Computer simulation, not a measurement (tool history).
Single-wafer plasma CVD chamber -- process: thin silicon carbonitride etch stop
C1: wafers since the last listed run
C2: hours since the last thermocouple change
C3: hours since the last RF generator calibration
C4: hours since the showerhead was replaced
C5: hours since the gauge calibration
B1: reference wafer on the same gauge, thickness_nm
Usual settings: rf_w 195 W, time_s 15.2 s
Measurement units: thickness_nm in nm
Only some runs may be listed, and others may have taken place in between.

run 1 hour=0 | rf_w=195 time_s=15.2 | C1=0 C2=1823.7 C3=1380.5 C4=5195.8 C5=509.3 | B1=10.721 | thickness_nm=9.509
run 2 hour=58 | rf_w=195 time_s=15.2 | C1=1200 C2=1881.7 C3=1438.5 C4=5253.8 C5=567.3 | B1=10.683 | thickness_nm=9.501
run 3 hour=148.5 | rf_w=195 time_s=14.4 | C1=1873 C2=1972.2 C3=1529 C4=5344.3 C5=657.8 | B1=10.677 | thickness_nm=8.972
run 4 hour=205.1 | rf_w=195 time_s=15.2 | C1=1171 C2=2028.8 C3=1585.6 C4=5400.9 C5=714.4 | B1=10.667 | thickness_nm=9.425
-- hour=278.2 RF generator calibrated
run 5 hour=278.7 | rf_w=195 time_s=15.2 | C1=1357 C2=2102.4 C3=0.5 C4=5474.5 C5=788 | B1=10.637 | thickness_nm=9.386
run 6 hour=300 | rf_w=195 time_s=13.9 | C1=440 C2=2123.7 C3=21.8 C4=5495.8 C5=809.3 | B1=10.617 | thickness_nm=8.577
-- hour=328 gauge calibrated
run 7 hour=371.4 | rf_w=195 time_s=13.9 | C1=1477 C2=2195.1 C3=93.2 C4=5567.2 C5=43.4 | B1=10.925 | thickness_nm=8.893
-- hour=393.9 thermocouple changed; heater temperature recalibrated
run 8 hour=397.9 | rf_w=210 time_s=15.2 | C1=382 C2=4 C3=119.7 C4=5593.7 C5=69.9 | B1=10.913 | thickness_nm=9.935
run 9 hour=444.6 | rf_w=220 time_s=14.3 | C1=966 C2=50.7 C3=166.4 C4=5640.4 C5=116.6 | B1=10.884 | thickness_nm=9.503
run 10 hour=501.2 | rf_w=160 time_s=13 | C1=1171 C2=107.3 C3=223 C4=5697 C5=173.2 | B1=10.899 | thickness_nm=7.675
run 11 hour=550.3 | rf_w=185 time_s=13.3 | C1=1016 C2=156.4 C3=272.1 C4=5746.1 C5=222.3 | B1=10.884 | thickness_nm=8.211
run 12 hour=579.2 | rf_w=195 time_s=15.2 | C1=598 C2=185.3 C3=301 C4=5775 C5=251.2 | B1=10.871 | thickness_nm=9.63
-- hour=598.4 showerhead replaced
run 13 hour=616.3 | rf_w=210 time_s=12.8 | C1=602 C2=222.4 C3=338.1 C4=17.9 C5=288.3 | B1=10.855 | thickness_nm=8.306
run 14 hour=680.1 | rf_w=195 time_s=15.2 | C1=1320 C2=286.2 C3=401.9 C4=81.7 C5=352.1 | B1=10.842 | thickness_nm=9.57
run 15 hour=718.1 | rf_w=170 time_s=13.3 | C1=786 C2=324.2 C3=439.9 C4=119.7 C5=390.1 | B1=10.824 | thickness_nm=7.978
run 16 hour=762.8 | rf_w=195 time_s=15.2 | C1=925 C2=368.9 C3=484.6 C4=164.4 C5=434.8 | B1=10.759 | thickness_nm=9.483

Run by run, hidden condition taken away, random variation retained:
Hidden state present: wafer temperature above the value expected at the setpoint (K); delivered RF power above the setpoint (%); gauge reads high (%).
run=1 thickness_nm=9.691
run=2 thickness_nm=9.703
run=3 thickness_nm=9.191
run=4 thickness_nm=9.673
run=5 thickness_nm=9.657
run=6 thickness_nm=8.832
run=7 thickness_nm=8.899
run=8 thickness_nm=9.95
run=9 thickness_nm=9.532
run=10 thickness_nm=7.712
run=11 thickness_nm=8.265
run=12 thickness_nm=9.703
run=13 thickness_nm=8.38
run=14 thickness_nm=9.675
run=15 thickness_nm=8.076
run=16 thickness_nm=9.614
